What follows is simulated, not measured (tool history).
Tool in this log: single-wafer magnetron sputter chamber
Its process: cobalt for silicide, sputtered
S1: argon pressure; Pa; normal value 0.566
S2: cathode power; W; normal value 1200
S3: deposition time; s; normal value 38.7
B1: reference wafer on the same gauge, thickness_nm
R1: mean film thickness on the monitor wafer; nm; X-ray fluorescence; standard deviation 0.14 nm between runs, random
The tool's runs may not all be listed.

run 1 day=0 | S1=0.714 S2=1200 S3=38.7 | B1=27.46 | R1=22.001
run 2 day=1.892 | S1=0.714 S2=1200 S3=38.7 | B1=27.532 | R1=21.696
run 3 day=6.058 | S1=0.714 S2=1200 S3=38.7 | B1=27.511 | R1=22.988
run 4 day=7.417 | S1=0.566 S2=1200 S3=38.7 | B1=27.451 | R1=23.414
run 5 day=9.742 | S1=0.737 S2=1200 S3=38.7 | B1=27.508 | R1=21.978
run 6 day=12.688 | S1=0.566 S2=1200 S3=38.7 | B1=27.475 | R1=22.064
run 7 day=14.379 | S1=0.566 S2=1200 S3=38.7 | B1=27.46 | R1=21.591
run 8 day=16.875 | S1=0.566 S2=1200 S3=41.8 | B1=27.49 | R1=25.242
run 9 day=19.775 | S1=0.356 S2=1050 S3=34.6 | B1=27.52 | R1=19.038
run 10 day=20.796 | S1=0.566 S2=1100 S3=46 | B1=27.458 | R1=24.86
run 11 day=23.775 | S1=0.645 S2=1500 S3=35 | B1=27.487 | R1=25.225
run 12 day=26.167 | S1=0.737 S2=1200 S3=38.7 | B1=27.479 | R1=21.551
run 13 day=28.5 | S1=0.697 S2=1200 S3=38.7 | B1=27.474 | R1=21.465
run 14 day=31.317 | S1=0.714 S2=1200 S3=38.7 | B1=27.454 | R1=22.809

Missing from the log above: 8 entries noted between runs. For each, name the pair of listed runs it sits between and say how the tool's hidden condition differs from the listed run just before to the listed run just after:
In the gap between runs 1 and 2: gauge calibrated (day 0.212)
  deposition rate above that of a new target (%): -2.99 -> -4.75
  measured less the result without the state, R1: -0.679 -> -1.082 nm
In the gap between runs 2 and 3: sputter target and shields replaced (day 6.038)
  deposition rate above that of a new target (%): -4.75 -> -0.276
  measured less the result without the state, R1: -1.082 -> -0.063 nm
In the gap between runs 5 and 6: capacitance manometer re-zeroed and calibrated (day 11.725)
  deposition rate above that of a new target (%): -3.7 -> -6.44
  measured less the result without the state, R1: -0.845 -> -1.519 nm
In the gap between runs 7 and 8: sputter target and shields replaced (day 15.117); magnet pack replaced (day 15.708)
  deposition rate above that of a new target (%): -8.02 -> -1.72
  measured less the result without the state, R1: -1.882 -> -0.442 nm
In the gap between runs 10 and 11: gauge calibrated (day 22.45); sputter target and shields replaced (day 22.592)
  deposition rate above that of a new target (%): -5.37 -> -2.37
  measured less the result without the state, R1: -1.41 -> -0.612 nm
In the gap between runs 13 and 14: sputter target and shields replaced (day 30.567)
  deposition rate above that of a new target (%): -6.77 -> -0.718
  measured less the result without the state, R1: -1.558 -> -0.165 nm
